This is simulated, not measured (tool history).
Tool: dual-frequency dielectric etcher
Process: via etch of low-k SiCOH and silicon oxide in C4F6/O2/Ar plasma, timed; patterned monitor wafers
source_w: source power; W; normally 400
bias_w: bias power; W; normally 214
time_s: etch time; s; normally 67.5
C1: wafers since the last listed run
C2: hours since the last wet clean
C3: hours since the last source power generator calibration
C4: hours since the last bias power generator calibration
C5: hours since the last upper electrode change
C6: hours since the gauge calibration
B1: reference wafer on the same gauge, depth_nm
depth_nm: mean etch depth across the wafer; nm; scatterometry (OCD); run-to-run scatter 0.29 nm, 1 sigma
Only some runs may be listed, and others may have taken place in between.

{"run": 1, "hour": 0.0, "source_w": 400, "bias_w": 214, "time_s": 67.5, "C1": 0, "C2": 490.7, "C3": 1750.6, "C4": 2444.3, "C5": 4033.9, "C6": 42.2, "B1": 156, "depth_nm": 196.8}
{"run": 2, "hour": 15.5, "source_w": 400, "bias_w": 214, "time_s": 67.5, "C1": 157, "C2": 506.2, "C3": 1766.1, "C4": 2459.8, "C5": 4049.4, "C6": 57.7, "B1": 156, "depth_nm": 197.5}
{"run": 3, "hour": 27.4, "source_w": 400, "bias_w": 214, "time_s": 67.5, "C1": 120, "C2": 518.1, "C3": 1778, "C4": 2471.7, "C5": 4061.3, "C6": 69.6, "B1": 156, "depth_nm": 197.9}
{"run": 4, "hour": 39.6, "source_w": 400, "bias_w": 214, "time_s": 67.5, "C1": 123, "C2": 530.3, "C3": 1790.2, "C4": 2483.9, "C5": 4073.5, "C6": 81.8, "B1": 156, "depth_nm": 198}
{"run": 5, "hour": 46.2, "source_w": 400, "bias_w": 214, "time_s": 67.5, "C1": 66, "C2": 536.9, "C3": 1796.8, "C4": 2490.5, "C5": 4080.1, "C6": 88.4, "B1": 156, "depth_nm": 197.9}
{"run": 6, "hour": 55.1, "source_w": 400, "bias_w": 214, "time_s": 67.5, "C1": 90, "C2": 545.8, "C3": 1805.7, "C4": 2499.4, "C5": 4089, "C6": 97.3, "B1": 156, "depth_nm": 197.7}
{"run": 7, "hour": 65.6, "source_w": 400, "bias_w": 214, "time_s": 67.5, "C1": 106, "C2": 556.3, "C3": 1816.2, "C4": 2509.9, "C5": 4099.5, "C6": 107.8, "B1": 156, "depth_nm": 198.3}
{"run": 8, "hour": 75.6, "source_w": 400, "bias_w": 214, "time_s": 67.5, "C1": 101, "C2": 566.3, "C3": 1826.2, "C4": 2519.9, "C5": 4109.5, "C6": 117.8, "B1": 155.9, "depth_nm": 198.3}
{"run": 9, "hour": 83.6, "source_w": 400, "bias_w": 214, "time_s": 67.5, "C1": 81, "C2": 574.3, "C3": 1834.2, "C4": 2527.9, "C5": 4117.5, "C6": 125.8, "B1": 156, "depth_nm": 198.5}
{"run": 10, "hour": 90.9, "source_w": 400, "bias_w": 214, "time_s": 67.5, "C1": 74, "C2": 581.6, "C3": 1841.5, "C4": 2535.2, "C5": 4124.8, "C6": 133.1, "B1": 156, "depth_nm": 198.3}
{"run": 11, "hour": 125.3, "source_w": 430, "bias_w": 214, "time_s": 67.5, "C1": 348, "C2": 616, "C3": 1875.9, "C4": 2569.6, "C5": 4159.2, "C6": 167.5, "B1": 156, "depth_nm": 206.9}
{"hour": 136.7, "done": "source power generator calibrated"}
{"run": 12, "hour": 137.2, "source_w": 430, "bias_w": 214, "time_s": 67.5, "C1": 80, "C2": 627.9, "C3": 0.5, "C4": 2581.5, "C5": 4171.1, "C6": 179.4, "B1": 156, "depth_nm": 206.9}
{"hour": 151.2, "done": "bias power generator calibrated"}
{"run": 13, "hour": 153.8, "source_w": 430, "bias_w": 214, "time_s": 67.5, "C1": 127, "C2": 644.5, "C3": 17.1, "C4": 2.6, "C5": 4187.7, "C6": 196, "B1": 156.1, "depth_nm": 207.3}
{"hour": 199.6, "done": "upper electrode replaced"}
{"hour": 210.5, "done": "wet clean of the chamber"}
{"run": 14, "hour": 211.0, "source_w": 490, "bias_w": 214, "time_s": 56, "C1": 225, "C2": 0.5, "C3": 74.3, "C4": 59.8, "C5": 11.4, "C6": 253.2, "B1": 156, "depth_nm": 180.6}
{"run": 15, "hour": 211.3, "source_w": 450, "bias_w": 243, "time_s": 75.5, "C1": 3, "C2": 0.8, "C3": 74.6, "C4": 60.1, "C5": 11.7, "C6": 253.5, "B1": 155.9, "depth_nm": 245.4}
{"run": 16, "hour": 211.7, "source_w": 360, "bias_w": 214, "time_s": 67.5, "C1": 4, "C2": 1.2, "C3": 75, "C4": 60.5, "C5": 12.1, "C6": 253.9, "B1": 156, "depth_nm": 181.8}
{"run": 17, "hour": 212.0, "source_w": 400, "bias_w": 214, "time_s": 67.5, "C1": 3, "C2": 1.5, "C3": 75.3, "C4": 60.8, "C5": 12.4, "C6": 254.2, "B1": 156.1, "depth_nm": 194.1}
{"run": 18, "hour": 212.4, "source_w": 400, "bias_w": 214, "time_s": 67.5, "C1": 4, "C2": 1.9, "C3": 75.7, "C4": 61.2, "C5": 12.8, "C6": 254.6, "B1": 156.1, "depth_nm": 194.4}
{"hour": 220.7, "done": "gauge calibrated"}
{"run": 19, "hour": 225.7, "source_w": 300, "bias_w": 214, "time_s": 55.5, "C1": 134, "C2": 15.2, "C3": 89, "C4": 74.5, "C5": 26.1, "C6": 5, "B1": 156, "depth_nm": 132.6}
{"run": 20, "hour": 235.9, "source_w": 400, "bias_w": 214, "time_s": 67.5, "C1": 103, "C2": 25.4, "C3": 99.2, "C4": 84.7, "C5": 36.3, "C6": 15.2, "B1": 156, "depth_nm": 194.6}
{"run": 21, "hour": 252.8, "source_w": 400, "bias_w": 214, "time_s": 67.5, "C1": 171, "C2": 42.3, "C3": 116.1, "C4": 101.6, "C5": 53.2, "C6": 32.1, "B1": 156, "depth_nm": 194.2}
{"run": 22, "hour": 261.9, "source_w": 400, "bias_w": 214, "time_s": 60.5, "C1": 92, "C2": 51.4, "C3": 125.2, "C4": 110.7, "C5": 62.3, "C6": 41.2, "B1": 156, "depth_nm": 174}
{"run": 23, "hour": 271.8, "source_w": 360, "bias_w": 181, "time_s": 57, "C1": 100, "C2": 61.3, "C3": 135.1, "C4": 120.6, "C5": 72.2, "C6": 51.1, "B1": 156, "depth_nm": 143.1}
{"run": 24, "hour": 280.6, "source_w": 330, "bias_w": 232, "time_s": 53.5, "C1": 89, "C2": 70.1, "C3": 143.9, "C4": 129.4, "C5": 81, "C6": 59.9, "B1": 156, "depth_nm": 141.5}
{"run": 25, "hour": 289.6, "source_w": 300, "bias_w": 161, "time_s": 67.5, "C1": 91, "C2": 79.1, "C3": 152.9, "C4": 138.4, "C5": 90, "C6": 68.9, "B1": 155.9, "depth_nm": 141.7}
{"run": 26, "hour": 301.7, "source_w": 370, "bias_w": 238, "time_s": 73.5, "C1": 122, "C2": 91.2, "C3": 165, "C4": 150.5, "C5": 102.1, "C6": 81, "B1": 156, "depth_nm": 211.7}
{"run": 27, "hour": 316.2, "source_w": 400, "bias_w": 214, "time_s": 67.5, "C1": 147, "C2": 105.7, "C3": 179.5, "C4": 165, "C5": 116.6, "C6": 95.5, "B1": 156, "depth_nm": 195.2}

Consider 5 possible next runs. They are alternatives, not a sequence: every one starts from the tool as it was left by run 27. What does each give?
{"run": "A", "hour": 316.6, "source_w": 400, "bias_w": 241, "time_s": 67.5, "C1": 4, "C2": 106.1, "C3": 179.9, "C4": 165.4, "C5": 117, "C6": 95.9, "B1": "?", "depth_nm": "?"}
{"run": "B", "hour": 316.6, "source_w": 400, "bias_w": 247, "time_s": 67.5, "C1": 4, "C2": 106.1, "C3": 179.9, "C4": 165.4, "C5": 117, "C6": 95.9, "B1": "?", "depth_nm": "?"}
{"run": "C", "hour": 316.6, "source_w": 500, "bias_w": 214, "time_s": 72.5, "C1": 4, "C2": 106.1, "C3": 179.9, "C4": 165.4, "C5": 117, "C6": 95.9, "B1": "?", "depth_nm": "?"}
{"run": "D", "hour": 316.6, "source_w": 370, "bias_w": 235, "time_s": 62.5, "C1": 4, "C2": 106.1, "C3": 179.9, "C4": 165.4, "C5": 117, "C6": 95.9, "B1": "?", "depth_nm": "?"}
{"run": "E", "hour": 316.6, "source_w": 310, "bias_w": 230, "time_s": 50, "C1": 4, "C2": 106.1, "C3": 179.9, "C4": 165.4, "C5": 117, "C6": 95.9, "B1": "?", "depth_nm": "?"}

run=A B1=156 depth_nm=205
run=B B1=156 depth_nm=207.1
run=C B1=156 depth_nm=237.3
run=D B1=156 depth_nm=179.1
run=E B1=156 depth_nm=126.4
With the hidden condition removed and each run's random variation left untouched, the same runs would have given:
run=A depth_nm=203.1
run=B depth_nm=205.3
run=C depth_nm=235.1
run=D depth_nm=177.5
run=E depth_nm=125.2
